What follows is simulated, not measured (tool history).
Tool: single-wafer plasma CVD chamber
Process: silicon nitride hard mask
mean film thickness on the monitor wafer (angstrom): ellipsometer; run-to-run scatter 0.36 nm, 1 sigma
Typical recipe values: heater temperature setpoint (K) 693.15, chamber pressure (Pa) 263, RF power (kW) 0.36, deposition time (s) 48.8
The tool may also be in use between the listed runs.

| run | hour | heater temperature setpoint (K) | chamber pressure (Pa) | RF power (kW) | deposition time (s) | wafers since the last listed run | hours since the last thermocouple change | hours since the last RF generator calibration | hours since the last manometer calibration | hours since the showerhead was replaced | hours since the gauge calibration | read-back reference wafer on the same gauge, thickness_nm | mean film thickness on the monitor wafer (angstrom) |
|---|---|---|---|---|---|---|---|---|---|---|---|---|---|
| 1 | 0 | 693.15 | 263 | 0.36 | 48.8 | 0 | 884.2 | 1347.9 | 239.1 | 2806.2 | 758.6 | 75.946 | 687.84 |
|  | 42.6 | RF generator calibrated |
| 2 | 88 | 693.15 | 263 | 0.36 | 48.8 | 2554 | 972.2 | 45.4 | 327.1 | 2894.2 | 846.6 | 76.082 | 709.56 |
| 3 | 386.9 | 693.15 | 263 | 0.36 | 48.8 | 9544 | 1271.1 | 344.3 | 626 | 3193.1 | 1145.5 | 75.954 | 694.48 |
| 4 | 428.5 | 693.15 | 263 | 0.36 | 48.8 | 1328 | 1312.7 | 385.9 | 667.6 | 3234.7 | 1187.1 | 76.018 | 692.1 |
| 5 | 491.1 | 693.15 | 263 | 0.36 | 48.8 | 1998 | 1375.3 | 448.5 | 730.2 | 3297.3 | 1249.7 | 76.093 | 693.06 |
| 6 | 571.8 | 693.15 | 292 | 0.36 | 48.8 | 2576 | 1456 | 529.2 | 810.9 | 3378 | 1330.4 | 76.048 | 716.12 |
| 7 | 657.1 | 693.15 | 263 | 0.36 | 48.8 | 2723 | 1541.3 | 614.5 | 896.2 | 3463.3 | 1415.7 | 75.953 | 691.45 |
| 8 | 704.8 | 693.15 | 263 | 0.36 | 48.8 | 1523 | 1589 | 662.2 | 943.9 | 3511 | 1463.4 | 76.054 | 690.51 |
| 9 | 747 | 693.15 | 263 | 0.39 | 48.8 | 1347 | 1631.2 | 704.4 | 986.1 | 3553.2 | 1505.6 | 76.138 | 712.65 |
|  | 873.1 | gauge calibrated |
| 10 | 877 | 683.15 | 200 | 0.31 | 46 | 4151 | 1761.2 | 834.4 | 1116.1 | 3683.2 | 3.9 | 76.002 | 552.03 |
| 11 | 918.2 | 693.15 | 263 | 0.36 | 48.8 | 1315 | 1802.4 | 875.6 | 1157.3 | 3724.4 | 45.1 | 76.116 | 690.2 |
| 12 | 1015.1 | 706.15 | 325 | 0.29 | 44.6 | 3094 | 1899.3 | 972.5 | 1254.2 | 3821.3 | 142 | 76.127 | 608.13 |
|  | 1024.6 | showerhead replaced |
|  | 1028.5 | thermocouple changed; heater temperature recalibrated |
| 13 | 1098.7 | 687.15 | 263 | 0.36 | 48.8 | 2287 | 70.2 | 1056.1 | 1337.8 | 74.1 | 225.6 | 75.921 | 690.03 |
| 14 | 1139.8 | 693.15 | 263 | 0.36 | 48.8 | 1312 | 111.3 | 1097.2 | 1378.9 | 115.2 | 266.7 | 75.872 | 690.17 |
|  | 1162.6 | RF generator calibrated |
|  | 1162.8 | capacitance manometer re-zeroed and calibrated |
| 15 | 1228.2 | 693.15 | 213 | 0.34 | 48.8 | 2562 | 199.7 | 65.6 | 65.4 | 203.6 | 355.1 | 76.152 | 640.2 |
| 16 | 1315 | 700.15 | 263 | 0.36 | 43.6 | 2771 | 286.5 | 152.4 | 152.2 | 290.4 | 441.9 | 76.05 | 633.09 |
| 17 | 1411 | 693.15 | 263 | 0.36 | 48.8 | 3065 | 382.5 | 248.4 | 248.2 | 386.4 | 537.9 | 75.955 | 695.43 |
| 18 | 1518.3 | 706.15 | 263 | 0.36 | 48.8 | 3426 | 489.8 | 355.7 | 355.5 | 493.7 | 645.2 | 75.968 | 691.06 |
| 19 | 1607.3 | 682.15 | 307 | 0.425 | 48.8 | 2841 | 578.8 | 444.7 | 444.5 | 582.7 | 734.2 | 75.95 | 792.47 |

Forecast each of these 4 alternatives for the next run:
| A | 1607.7 | 693.15 | 263 | 0.36 | 48.8 | 12 | 579.2 | 445.1 | 444.9 | 583.1 | 734.6 | ? | ? |
| B | 1607.7 | 688.15 | 243 | 0.36 | 48.8 | 12 | 579.2 | 445.1 | 444.9 | 583.1 | 734.6 | ? | ? |
| C | 1607.7 | 701.15 | 263 | 0.33 | 56.7 | 12 | 579.2 | 445.1 | 444.9 | 583.1 | 734.6 | ? | ? |
| D | 1607.7 | 693.15 | 263 | 0.36 | 54.9 | 12 | 579.2 | 445.1 | 444.9 | 583.1 | 734.6 | ? | ? |

| run | read-back reference wafer on the same gauge, thickness_nm | mean film thickness on the monitor wafer (angstrom) |
|---|---|---|
| A | 76.024 | 697.78 |
| B | 76.024 | 680.3 |
| C | 76.024 | 778.87 |
| D | 76.024 | 784.83 |
With the hidden condition removed and each run's random variation left untouched, the same runs would have given:
| run | mean film thickness on the monitor wafer (angstrom) |
|---|---|
| A | 712.85 |
| B | 695 |
| C | 795.79 |
| D | 801.79 |
